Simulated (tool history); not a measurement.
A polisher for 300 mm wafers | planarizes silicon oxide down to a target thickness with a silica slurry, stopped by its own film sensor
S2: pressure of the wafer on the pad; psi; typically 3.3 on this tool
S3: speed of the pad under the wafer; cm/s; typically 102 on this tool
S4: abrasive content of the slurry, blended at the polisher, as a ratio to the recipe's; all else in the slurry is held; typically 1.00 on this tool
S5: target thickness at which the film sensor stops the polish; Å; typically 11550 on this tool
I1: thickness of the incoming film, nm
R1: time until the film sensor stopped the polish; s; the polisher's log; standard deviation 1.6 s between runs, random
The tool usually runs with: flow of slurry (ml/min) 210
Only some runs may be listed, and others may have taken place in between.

{"run": 1, "hour": 0.0, "flow of slurry (ml/min)": 210, "S2": 3.3, "S3": 102, "S4": 1.0, "S5": 11550, "I1": 1393.3, "R1": 99.1}
{"hour": 10.0, "done": "head pressure recalibrated"}
{"run": 2, "hour": 14.5, "flow of slurry (ml/min)": 210, "S2": 3.3, "S3": 82, "S4": 1.0, "S5": 11550, "I1": 1420.4, "R1": 122.8}
{"run": 3, "hour": 36.0, "flow of slurry (ml/min)": 210, "S2": 3.3, "S3": 114, "S4": 1.0, "S5": 11550, "I1": 1385.4, "R1": 82.6}
{"run": 4, "hour": 54.8, "flow of slurry (ml/min)": 210, "S2": 3.3, "S3": 114, "S4": 1.0, "S5": 11550, "I1": 1421.9, "R1": 93.7}
{"hour": 70.6, "done": "slurry blender recalibrated"}
{"run": 5, "hour": 88.9, "flow of slurry (ml/min)": 210, "S2": 3.3, "S3": 102, "S4": 1.0, "S5": 12120, "I1": 1424.5, "R1": 80.5}
{"hour": 122.2, "done": "worn pad replaced by a new one"}
{"run": 6, "hour": 122.7, "flow of slurry (ml/min)": 210, "S2": 3.3, "S3": 102, "S4": 1.0, "S5": 11550, "I1": 1396.7, "R1": 93.9}
{"run": 7, "hour": 145.8, "flow of slurry (ml/min)": 210, "S2": 3.3, "S3": 102, "S4": 1.0, "S5": 11550, "I1": 1397.8, "R1": 94.4}
{"run": 8, "hour": 166.4, "flow of slurry (ml/min)": 210, "S2": 2.5, "S3": 68, "S4": 1.0, "S5": 10900, "I1": 1422.2, "R1": 223.2}
{"hour": 175.2, "done": "head pressure recalibrated, repeated, since the last time left the tool worse"}
{"hour": 186.9, "done": "conditioning disc replaced and pad reconditioned"}
{"run": 9, "hour": 197.7, "flow of slurry (ml/min)": 230, "S2": 3.3, "S3": 76, "S4": 0.9, "S5": 10910, "I1": 1396.2, "R1": 170.7}
{"run": 10, "hour": 219.3, "flow of slurry (ml/min)": 180, "S2": 3.3, "S3": 92, "S4": 0.7, "S5": 11780, "I1": 1391.2, "R1": 115.9}
{"run": 11, "hour": 231.5, "flow of slurry (ml/min)": 210, "S2": 3.3, "S3": 102, "S4": 1.0, "S5": 11550, "I1": 1403.2, "R1": 111.6}
{"run": 12, "hour": 248.0, "flow of slurry (ml/min)": 210, "S2": 3.7, "S3": 128, "S4": 1.0, "S5": 10910, "I1": 1427.9, "R1": 115.0}
{"run": 13, "hour": 260.4, "flow of slurry (ml/min)": 210, "S2": 3.3, "S3": 102, "S4": 1.0, "S5": 11550, "I1": 1409.1, "R1": 113.0}
{"run": 14, "hour": 274.8, "flow of slurry (ml/min)": 210, "S2": 3.3, "S3": 102, "S4": 1.0, "S5": 11550, "I1": 1395.4, "R1": 107.5}
{"run": 15, "hour": 306.4, "flow of slurry (ml/min)": 210, "S2": 3.3, "S3": 102, "S4": 1.0, "S5": 11550, "I1": 1425.1, "R1": 120.5}
{"hour": 337.1, "done": "worn pad replaced by a new one"}
{"run": 16, "hour": 337.6, "flow of slurry (ml/min)": 210, "S2": 3.3, "S3": 102, "S4": 0.85, "S5": 11550, "I1": 1384.6, "R1": 105.7}
{"run": 17, "hour": 363.8, "flow of slurry (ml/min)": 210, "S2": 4.0, "S3": 92, "S4": 1.0, "S5": 11550, "I1": 1398.7, "R1": 97.7}
{"run": 18, "hour": 376.8, "flow of slurry (ml/min)": 210, "S2": 3.3, "S3": 122, "S4": 0.75, "S5": 11170, "I1": 1402.0, "R1": 121.9}
{"hour": 392.8, "done": "conditioning disc replaced and pad reconditioned"}
{"run": 19, "hour": 395.8, "flow of slurry (ml/min)": 250, "S2": 3.3, "S3": 132, "S4": 1.2, "S5": 12170, "I1": 1425.9, "R1": 71.3}
{"run": 20, "hour": 417.5, "flow of slurry (ml/min)": 185, "S2": 3.3, "S3": 102, "S4": 1.0, "S5": 11550, "I1": 1408.7, "R1": 110.8}
{"hour": 440.6, "done": "slurry blender recalibrated"}
{"run": 21, "hour": 442.8, "flow of slurry (ml/min)": 210, "S2": 4.0, "S3": 102, "S4": 0.75, "S5": 11550, "I1": 1384.8, "R1": 91.5}
{"run": 22, "hour": 461.2, "flow of slurry (ml/min)": 210, "S2": 3.3, "S3": 82, "S4": 1.0, "S5": 12270, "I1": 1388.0, "R1": 84.6}
{"run": 23, "hour": 482.6, "flow of slurry (ml/min)": 210, "S2": 3.3, "S3": 102, "S4": 1.0, "S5": 11550, "I1": 1411.0, "R1": 114.3}
{"run": 24, "hour": 514.2, "flow of slurry (ml/min)": 210, "S2": 3.3, "S3": 136, "S4": 0.8, "S5": 11550, "I1": 1394.7, "R1": 92.3}
{"hour": 534.7, "done": "worn pad replaced by a new one"}
{"run": 25, "hour": 547.2, "flow of slurry (ml/min)": 210, "S2": 3.3, "S3": 102, "S4": 1.1, "S5": 11290, "I1": 1418.6, "R1": 126.5}
{"hour": 555.7, "done": "conditioning disc replaced and pad reconditioned"}
{"run": 26, "hour": 568.9, "flow of slurry (ml/min)": 210, "S2": 2.6, "S3": 76, "S4": 1.0, "S5": 11550, "I1": 1387.8, "R1": 157.4}

Measured less the same run without the tool's hidden state. The same run-to-run variation is in both; the gauge's scatter may not be:
Hidden state at play: removal rate lost through wear of the pad, %; slurry flow missing at the pad, %; deviation of the head's pressure from its setpoint, %; abrasive missing from the slurry, %; time polished since the conditioner stopped cutting, s.
run=1 R1=-8.8
run=2 R1=-19.0
run=3 R1=-12.8
run=4 R1=-14.6
run=5 R1=-12.5
run=6 R1=-14.6
run=7 R1=-14.6
run=8 R1=-34.8
run=9 R1=-0.6
run=10 R1=-0.4
run=11 R1=-0.4
run=12 R1=-0.5
run=13 R1=-0.4
run=14 R1=-0.4
run=15 R1=-0.5
run=16 R1=-0.5
run=17 R1=-0.5
run=18 R1=-0.7
run=19 R1=-0.5
run=20 R1=-0.7
run=21 R1=-0.6
run=22 R1=-0.6
run=23 R1=-0.9
run=24 R1=-0.8
run=25 R1=-1.3
run=26 R1=-1.7
